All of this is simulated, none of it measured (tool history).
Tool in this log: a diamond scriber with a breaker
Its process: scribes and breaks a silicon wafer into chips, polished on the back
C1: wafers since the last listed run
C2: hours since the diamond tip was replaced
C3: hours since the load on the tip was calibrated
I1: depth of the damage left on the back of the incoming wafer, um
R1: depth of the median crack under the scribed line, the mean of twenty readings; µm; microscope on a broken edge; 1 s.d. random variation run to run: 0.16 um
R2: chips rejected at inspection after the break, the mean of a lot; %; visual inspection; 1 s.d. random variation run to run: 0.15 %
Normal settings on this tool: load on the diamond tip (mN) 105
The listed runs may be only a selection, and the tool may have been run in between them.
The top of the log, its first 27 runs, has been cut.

run 28 hour=371.1 | load_on_the_diamond_tip_(mN)=105 | C1=26 C2=172.6 C3=709.8 | I1=0.04 | R1=12.23 R2=5.29
-- hour=376.4 load on the tip recalibrated
run 29 hour=384.0 | load_on_the_diamond_tip_(mN)=76 | C1=31 C2=185.5 C3=7.6 | I1=0.01 | R1=10.76 R2=9.97
run 30 hour=396.7 | load_on_the_diamond_tip_(mN)=132 | C1=37 C2=198.2 C3=20.3 | I1=0.02 | R1=17.47 R2=6.88
run 31 hour=402.8 | load_on_the_diamond_tip_(mN)=105 | C1=17 C2=204.3 C3=26.4 | I1=0.02 | R1=14.06 R2=2.40
run 32 hour=415.5 | load_on_the_diamond_tip_(mN)=83 | C1=37 C2=217.0 C3=39.1 | I1=0.03 | R1=11.64 R2=7.01
run 33 hour=425.0 | load_on_the_diamond_tip_(mN)=94 | C1=27 C2=226.5 C3=48.6 | I1=0.04 | R1=12.71 R2=3.07
run 34 hour=432.3 | load_on_the_diamond_tip_(mN)=105 | C1=21 C2=233.8 C3=55.9 | I1=0.04 | R1=14.19 R2=2.25
run 35 hour=470.6 | load_on_the_diamond_tip_(mN)=124 | C1=112 C2=272.1 C3=94.2 | I1=0.01 | R1=16.26 R2=5.44

Here are 5 independent what-if runs from the current tool condition. What would each one return?
run A hour=471.3 | load_on_the_diamond_tip_(mN)=128 | C1=2 C2=272.8 C3=94.9 | I1=0.02 | R1=? R2=?
run B hour=471.3 | load_on_the_diamond_tip_(mN)=74 | C1=2 C2=272.8 C3=94.9 | I1=0.02 | R1=? R2=?
run C hour=471.3 | load_on_the_diamond_tip_(mN)=113 | C1=2 C2=272.8 C3=94.9 | I1=0.02 | R1=? R2=?
run D hour=471.3 | load_on_the_diamond_tip_(mN)=84 | C1=2 C2=272.8 C3=94.9 | I1=0.02 | R1=? R2=?
run E hour=471.3 | load_on_the_diamond_tip_(mN)=91 | C1=2 C2=272.8 C3=94.9 | I1=0.02 | R1=? R2=?

run=A R1=16.89 R2=5.76
run=B R1=10.55 R2=12.42
run=C R1=15.27 R2=2.82
run=D R1=11.85 R2=6.12
run=E R1=12.71 R2=3.68
Take away the tool's hidden state, keep each run's random variation, and the runs would have read:
run=A R1=16.71 R2=5.33
run=B R1=10.43 R2=13.14
run=C R1=15.10 R2=2.64
run=D R1=11.72 R2=6.60
run=E R1=12.58 R2=3.99
